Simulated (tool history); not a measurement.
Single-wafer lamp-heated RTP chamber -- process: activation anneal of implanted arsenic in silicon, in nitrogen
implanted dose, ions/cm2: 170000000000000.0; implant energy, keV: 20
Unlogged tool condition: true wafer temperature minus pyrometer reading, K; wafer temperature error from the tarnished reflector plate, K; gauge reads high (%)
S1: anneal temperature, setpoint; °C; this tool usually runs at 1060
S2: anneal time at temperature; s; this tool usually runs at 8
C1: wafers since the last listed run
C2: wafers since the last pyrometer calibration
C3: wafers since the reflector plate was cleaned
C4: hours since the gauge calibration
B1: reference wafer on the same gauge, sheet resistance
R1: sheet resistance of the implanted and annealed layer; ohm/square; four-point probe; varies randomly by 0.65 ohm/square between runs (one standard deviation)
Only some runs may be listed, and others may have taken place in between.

| run | hour | S1 | S2 | C1 | C2 | C3 | C4 | B1 | R1 |
|---|---|---|---|---|---|---|---|---|---|
| 1 | 0.0 | 1060 | 10 | 0 | 709 | 1414 | 112.3 | 389.78 | 434.95 |
| 2 | 14.8 | 1060 | 10 | 265 | 974 | 1679 | 127.1 | 389.91 | 434.04 |
| 3 | 32.5 | 1060 | 10 | 317 | 1291 | 1996 | 144.8 | 390.05 | 433.52 |
|  | 49.1 | pyrometer window cleaned and pyrometer calibrated |
| 4 | 49.6 | 1060 | 8 | 163 | 9 | 2159 | 161.9 | 390.33 | 436.36 |
| 5 | 57.2 | 1060 | 8 | 136 | 145 | 2295 | 169.5 | 389.92 | 435.01 |
|  | 65.8 | gauge calibrated |
| 6 | 67.4 | 1060 | 4 | 182 | 328 | 2478 | 1.6 | 389.98 | 439.37 |
| 7 | 80.4 | 1046 | 8 | 232 | 560 | 2711 | 14.6 | 389.89 | 437.61 |
| 8 | 87.9 | 1045 | 4 | 134 | 695 | 2845 | 22.1 | 390.04 | 439.59 |
| 9 | 100.9 | 1060 | 11 | 232 | 928 | 3078 | 35.1 | 389.78 | 434.34 |
| 10 | 115.1 | 1060 | 8 | 254 | 1182 | 3332 | 49.3 | 390.06 | 435.34 |

Estimate the outcome of run 11 from the log above:
|  | 127.9 | pyrometer window cleaned and pyrometer calibrated |
| 11 | 128.2 | 1088 | 11 | 91 | 5 | 3424 | 62.4 | ? | ? |

{"run 11": {"B1": 389.82, "R1": 428.49}}
Were there no unlogged condition in the tool, this run, its random variation unchanged, would have produced R1 428.49 ohm/square.

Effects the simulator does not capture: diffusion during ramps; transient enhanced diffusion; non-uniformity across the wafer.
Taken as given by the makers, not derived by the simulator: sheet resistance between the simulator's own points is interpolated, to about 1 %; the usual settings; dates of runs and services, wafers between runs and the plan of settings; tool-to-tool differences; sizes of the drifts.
